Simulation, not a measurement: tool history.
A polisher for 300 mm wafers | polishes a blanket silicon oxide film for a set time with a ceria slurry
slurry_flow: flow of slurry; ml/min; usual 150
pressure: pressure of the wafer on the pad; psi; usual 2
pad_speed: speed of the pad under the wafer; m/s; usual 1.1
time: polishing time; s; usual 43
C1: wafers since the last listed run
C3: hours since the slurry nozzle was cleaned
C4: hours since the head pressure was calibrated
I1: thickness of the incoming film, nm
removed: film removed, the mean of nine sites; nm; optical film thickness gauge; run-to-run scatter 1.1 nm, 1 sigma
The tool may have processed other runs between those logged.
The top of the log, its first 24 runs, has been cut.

{"run": 25, "day": 102.879, "slurry_flow": 150, "pressure": 2, "pad_speed": 1.1, "time": 43, "C1": 776, "wafers polished on this pad": 1641, "C3": 273.1, "C4": 596.1, "I1": 876.6, "removed": 112.1}
{"run": 26, "day": 106.642, "slurry_flow": 180, "pressure": 2, "pad_speed": 1.42, "time": 57, "C1": 695, "wafers polished on this pad": 2336, "C3": 363.4, "C4": 686.4, "I1": 874.3, "removed": 183.3}
{"run": 27, "day": 109.804, "slurry_flow": 125, "pressure": 2, "pad_speed": 1.1, "time": 43, "C1": 584, "wafers polished on this pad": 2921, "C3": 439.3, "C4": 762.3, "I1": 887.9, "removed": 106.1}
{"run": 28, "day": 112.246, "slurry_flow": 150, "pressure": 1.4, "pad_speed": 0.88, "time": 43, "C1": 451, "wafers polished on this pad": 3373, "C3": 497.9, "C4": 820.9, "I1": 891.1, "removed": 66.3}
{"run": 29, "day": 116.008, "slurry_flow": 125, "pressure": 2, "pad_speed": 0.88, "time": 43, "C1": 695, "wafers polished on this pad": 4068, "C3": 588.2, "C4": 911.2, "I1": 889.6, "removed": 90.1}
{"run": 30, "day": 120.092, "slurry_flow": 130, "pressure": 2, "pad_speed": 0.82, "time": 43, "C1": 754, "wafers polished on this pad": 4823, "C3": 686.2, "C4": 1009.2, "I1": 889.2, "removed": 85.1}
{"run": 31, "day": 121.729, "slurry_flow": 120, "pressure": 2, "pad_speed": 1.1, "time": 43, "C1": 302, "wafers polished on this pad": 5126, "C3": 725.5, "C4": 1048.5, "I1": 889.2, "removed": 97.5}
{"run": 32, "day": 124.4, "slurry_flow": 110, "pressure": 2.2, "pad_speed": 1.38, "time": 51, "C1": 493, "wafers polished on this pad": 5620, "C3": 789.6, "C4": 1112.6, "I1": 897.8, "removed": 138.6}
{"day": 125.483, "done": "slurry nozzle cleaned"}
{"run": 33, "day": 125.983, "slurry_flow": 150, "pressure": 2, "pad_speed": 1.1, "time": 43, "C1": 285, "wafers polished on this pad": 5905, "C3": 12, "C4": 1150.6, "I1": 877.5, "removed": 114.7}
{"run": 34, "day": 127.967, "slurry_flow": 135, "pressure": 1.7, "pad_speed": 1.1, "time": 29, "C1": 366, "wafers polished on this pad": 6272, "C3": 59.6, "C4": 1198.2, "I1": 890.3, "removed": 62.8}
{"run": 35, "day": 130.342, "slurry_flow": 105, "pressure": 2, "pad_speed": 1.1, "time": 43, "C1": 439, "wafers polished on this pad": 6711, "C3": 116.6, "C4": 1255.2, "I1": 887.3, "removed": 103.8}
{"day": 130.642, "done": "worn pad replaced by a new one"}
{"run": 36, "day": 133.712, "slurry_flow": 130, "pressure": 2, "pad_speed": 0.82, "time": 43, "C1": 592, "wafers polished on this pad": 568, "C3": 197.5, "C4": 1336.1, "I1": 898.8, "removed": 92.8}
{"run": 37, "day": 135.683, "slurry_flow": 150, "pressure": 2, "pad_speed": 1.1, "time": 43, "C1": 364, "wafers polished on this pad": 932, "C3": 244.8, "C4": 1383.4, "I1": 907.6, "removed": 114}
{"day": 138.529, "done": "head pressure recalibrated"}
{"run": 38, "day": 140.008, "slurry_flow": 150, "pressure": 2, "pad_speed": 1.1, "time": 43, "C1": 784, "wafers polished on this pad": 1716, "C3": 348.6, "C4": 35.5, "I1": 886.1, "removed": 112.9}

3 options for the next run, each taken on its own from the tool as it stands now. Forecast them:
{"run": "A", "day": 140.025, "slurry_flow": 150, "pressure": 2, "pad_speed": 1.1, "time": 43, "C1": 3, "wafers polished on this pad": 1719, "C3": 349, "C4": 35.9, "I1": 881.7, "removed": "?"}
{"run": "B", "day": 140.025, "slurry_flow": 115, "pressure": 1.4, "pad_speed": 1.46, "time": 53, "C1": 3, "wafers polished on this pad": 1719, "C3": 349, "C4": 35.9, "I1": 881.7, "removed": "?"}
{"run": "C", "day": 140.025, "slurry_flow": 180, "pressure": 2, "pad_speed": 1.1, "time": 43, "C1": 3, "wafers polished on this pad": 1719, "C3": 349, "C4": 35.9, "I1": 881.7, "removed": "?"}

run=A removed=114.1
run=B removed=111.8
run=C removed=118.1
Stripped of hidden state, with their random variation kept, the same runs would have yielded:
run=A removed=117.7
run=B removed=116.2
run=C removed=121.3
